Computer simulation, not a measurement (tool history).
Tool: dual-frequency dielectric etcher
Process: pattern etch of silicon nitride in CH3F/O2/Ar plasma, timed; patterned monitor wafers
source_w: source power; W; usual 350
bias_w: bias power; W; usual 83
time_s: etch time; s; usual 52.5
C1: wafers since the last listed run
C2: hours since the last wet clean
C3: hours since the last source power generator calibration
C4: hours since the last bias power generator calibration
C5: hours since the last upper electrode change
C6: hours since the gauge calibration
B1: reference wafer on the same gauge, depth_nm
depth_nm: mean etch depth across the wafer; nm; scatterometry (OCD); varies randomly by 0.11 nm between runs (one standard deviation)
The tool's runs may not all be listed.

{"run": 1, "hour": 0.0, "source_w": 350, "bias_w": 83, "time_s": 52.5, "C1": 0, "C2": 394.9, "C3": 3669.9, "C4": 3935.4, "C5": 2185.8, "C6": 204.3, "B1": 32.2, "depth_nm": 39.9}
{"run": 2, "hour": 30.6, "source_w": 350, "bias_w": 83, "time_s": 52.5, "C1": 312, "C2": 425.5, "C3": 3700.5, "C4": 3966, "C5": 2216.4, "C6": 234.9, "B1": 32.19, "depth_nm": 40.07}
{"hour": 34.9, "done": "gauge calibrated"}
{"run": 3, "hour": 66.4, "source_w": 350, "bias_w": 83, "time_s": 52.5, "C1": 365, "C2": 461.3, "C3": 3736.3, "C4": 4001.8, "C5": 2252.2, "C6": 31.5, "B1": 32.18, "depth_nm": 39.94}
{"run": 4, "hour": 80.7, "source_w": 350, "bias_w": 83, "time_s": 52.5, "C1": 146, "C2": 475.6, "C3": 3750.6, "C4": 4016.1, "C5": 2266.5, "C6": 45.8, "B1": 32.19, "depth_nm": 40.01}
{"run": 5, "hour": 103.4, "source_w": 310, "bias_w": 83, "time_s": 52.5, "C1": 231, "C2": 498.3, "C3": 3773.3, "C4": 4038.8, "C5": 2289.2, "C6": 68.5, "B1": 32.19, "depth_nm": 38.61}
{"hour": 143.6, "done": "wet clean of the chamber"}
{"hour": 149.8, "done": "upper electrode replaced"}
{"run": 6, "hour": 175.4, "source_w": 350, "bias_w": 83, "time_s": 52.5, "C1": 426, "C2": 31.8, "C3": 3845.3, "C4": 4110.8, "C5": 25.6, "C6": 140.5, "B1": 32.2, "depth_nm": 38.92}
{"hour": 193.6, "done": "bias power generator calibrated"}
{"run": 7, "hour": 196.7, "source_w": 350, "bias_w": 83, "time_s": 52.5, "C1": 176, "C2": 53.1, "C3": 3866.6, "C4": 3.1, "C5": 46.9, "C6": 161.8, "B1": 32.22, "depth_nm": 38.85}
{"hour": 214.9, "done": "source power generator calibrated"}
{"run": 8, "hour": 232.2, "source_w": 350, "bias_w": 70, "time_s": 62.5, "C1": 321, "C2": 88.6, "C3": 17.3, "C4": 38.6, "C5": 82.4, "C6": 197.3, "B1": 32.21, "depth_nm": 44.15}
{"run": 9, "hour": 258.6, "source_w": 350, "bias_w": 103, "time_s": 52.5, "C1": 269, "C2": 115, "C3": 43.7, "C4": 65, "C5": 108.8, "C6": 223.7, "B1": 32.22, "depth_nm": 41.76}
{"hour": 276.7, "done": "gauge calibrated"}
{"run": 10, "hour": 309.7, "source_w": 260, "bias_w": 72, "time_s": 64, "C1": 522, "C2": 166.1, "C3": 94.8, "C4": 116.1, "C5": 159.9, "C6": 33, "B1": 32.18, "depth_nm": 41.51}
{"run": 11, "hour": 337.8, "source_w": 430, "bias_w": 65, "time_s": 38.5, "C1": 287, "C2": 194.2, "C3": 122.9, "C4": 144.2, "C5": 188, "C6": 61.1, "B1": 32.19, "depth_nm": 28.79}
{"run": 12, "hour": 367.3, "source_w": 350, "bias_w": 78, "time_s": 52.5, "C1": 301, "C2": 223.7, "C3": 152.4, "C4": 173.7, "C5": 217.5, "C6": 90.6, "B1": 32.18, "depth_nm": 38.72}
{"run": 13, "hour": 379.7, "source_w": 350, "bias_w": 67, "time_s": 52.5, "C1": 126, "C2": 236.1, "C3": 164.8, "C4": 186.1, "C5": 229.9, "C6": 103, "B1": 32.2, "depth_nm": 37.03}
{"run": 14, "hour": 405.9, "source_w": 350, "bias_w": 83, "time_s": 52.5, "C1": 267, "C2": 262.3, "C3": 191, "C4": 212.3, "C5": 256.1, "C6": 129.2, "B1": 32.2, "depth_nm": 39.32}

List, for all runs, the conditions of the tool that the log does not record:
source power that arrives over what is set, %: 0 at every run
bias power that arrives over what is set, %: 0 at every run
gauge reads high (%): 0 at every run
H1: etch rate over this chamber's usual, %
run=1 H1=2.56
run=2 H1=2.78
run=3 H1=3.04
run=4 H1=3.14
run=5 H1=3.31
run=6 H1=-0.0553
run=7 H1=0.0992
run=8 H1=0.357
run=9 H1=0.548
run=10 H1=0.919
run=11 H1=1.12
run=12 H1=1.34
run=13 H1=1.43
run=14 H1=1.62
